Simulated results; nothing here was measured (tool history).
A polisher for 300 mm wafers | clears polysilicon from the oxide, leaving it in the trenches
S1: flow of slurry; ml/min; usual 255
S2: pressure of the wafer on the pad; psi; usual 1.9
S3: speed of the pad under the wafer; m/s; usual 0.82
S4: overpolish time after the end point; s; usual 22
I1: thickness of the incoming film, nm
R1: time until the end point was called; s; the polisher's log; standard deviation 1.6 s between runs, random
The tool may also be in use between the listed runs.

{"run": 1, "hour": 0.0, "S1": 255, "S2": 1.9, "S3": 0.82, "S4": 22, "I1": 732.4, "R1": 91.9}
{"run": 2, "hour": 11.4, "S1": 255, "S2": 1.9, "S3": 0.82, "S4": 22, "I1": 724.0, "R1": 89.9}
{"run": 3, "hour": 24.7, "S1": 255, "S2": 1.9, "S3": 0.82, "S4": 22, "I1": 731.7, "R1": 91.9}
{"run": 4, "hour": 38.8, "S1": 255, "S2": 1.9, "S3": 0.82, "S4": 31, "I1": 718.2, "R1": 92.2}
{"run": 5, "hour": 45.0, "S1": 255, "S2": 1.9, "S3": 0.82, "S4": 31, "I1": 709.9, "R1": 90.9}
{"run": 6, "hour": 59.2, "S1": 255, "S2": 1.9, "S3": 0.82, "S4": 31, "I1": 717.6, "R1": 89.3}
{"run": 7, "hour": 71.3, "S1": 255, "S2": 1.9, "S3": 0.82, "S4": 22, "I1": 720.3, "R1": 91.2}
{"hour": 85.1, "done": "head pressure recalibrated"}
{"run": 8, "hour": 89.1, "S1": 255, "S2": 1.9, "S3": 0.82, "S4": 22, "I1": 715.2, "R1": 95.0}
{"run": 9, "hour": 104.1, "S1": 185, "S2": 1.9, "S3": 0.82, "S4": 22, "I1": 719.7, "R1": 95.9}
{"hour": 115.7, "done": "worn pad replaced by a new one, of another model than before"}
{"run": 10, "hour": 120.7, "S1": 320, "S2": 1.9, "S3": 0.82, "S4": 22, "I1": 733.9, "R1": 87.3}
{"run": 11, "hour": 132.1, "S1": 320, "S2": 1.9, "S3": 0.82, "S4": 22, "I1": 711.3, "R1": 84.7}
{"run": 12, "hour": 144.4, "S1": 255, "S2": 1.9, "S3": 0.82, "S4": 22, "I1": 725.3, "R1": 89.6}
{"run": 13, "hour": 158.0, "S1": 255, "S2": 1.9, "S3": 0.82, "S4": 15, "I1": 731.3, "R1": 86.3}
{"run": 14, "hour": 166.0, "S1": 185, "S2": 1.9, "S3": 0.82, "S4": 22, "I1": 722.4, "R1": 94.0}
{"run": 15, "hour": 180.8, "S1": 185, "S2": 1.5, "S3": 0.82, "S4": 16, "I1": 723.2, "R1": 111.7}
{"run": 16, "hour": 186.8, "S1": 255, "S2": 1.9, "S3": 0.82, "S4": 22, "I1": 716.2, "R1": 89.6}
{"run": 17, "hour": 203.0, "S1": 195, "S2": 1.4, "S3": 0.82, "S4": 18, "I1": 730.2, "R1": 116.7}
{"run": 18, "hour": 209.8, "S1": 255, "S2": 1.9, "S3": 0.7, "S4": 22, "I1": 710.1, "R1": 98.3}
{"hour": 212.5, "done": "slurry nozzle cleaned"}
{"run": 19, "hour": 219.2, "S1": 255, "S2": 1.9, "S3": 0.82, "S4": 16, "I1": 732.7, "R1": 93.5}
{"run": 20, "hour": 228.5, "S1": 340, "S2": 2.3, "S3": 0.82, "S4": 22, "I1": 713.7, "R1": 79.0}
{"run": 21, "hour": 243.9, "S1": 255, "S2": 1.9, "S3": 0.82, "S4": 22, "I1": 714.3, "R1": 94.9}
{"run": 22, "hour": 252.6, "S1": 340, "S2": 1.9, "S3": 0.82, "S4": 12, "I1": 718.5, "R1": 96.7}
{"hour": 263.5, "done": "worn pad replaced by a new one"}
{"run": 23, "hour": 267.7, "S1": 255, "S2": 1.9, "S3": 0.82, "S4": 22, "I1": 709.0, "R1": 87.2}
{"run": 24, "hour": 279.2, "S1": 255, "S2": 1.9, "S3": 1.08, "S4": 22, "I1": 723.3, "R1": 76.3}

Here are 4 independent what-if runs from the current tool condition. What would each one return?
{"run": "A", "hour": 279.7, "S1": 255, "S2": 1.9, "S3": 0.82, "S4": 22, "I1": 726.2, "R1": "?"}
{"run": "B", "hour": 279.7, "S1": 255, "S2": 1.9, "S3": 0.82, "S4": 32, "I1": 726.2, "R1": "?"}
{"run": "C", "hour": 279.7, "S1": 255, "S2": 1.7, "S3": 0.7, "S4": 22, "I1": 726.2, "R1": "?"}
{"run": "D", "hour": 279.7, "S1": 255, "S2": 2.2, "S3": 0.82, "S4": 22, "I1": 726.2, "R1": "?"}

run=A R1=93.9
run=B R1=93.9
run=C R1=109.3
run=D R1=85.5
Had the tool no hidden state, the same runs would have come out as:
run=A R1=91.5
run=B R1=91.5
run=C R1=106.6
run=D R1=83.3
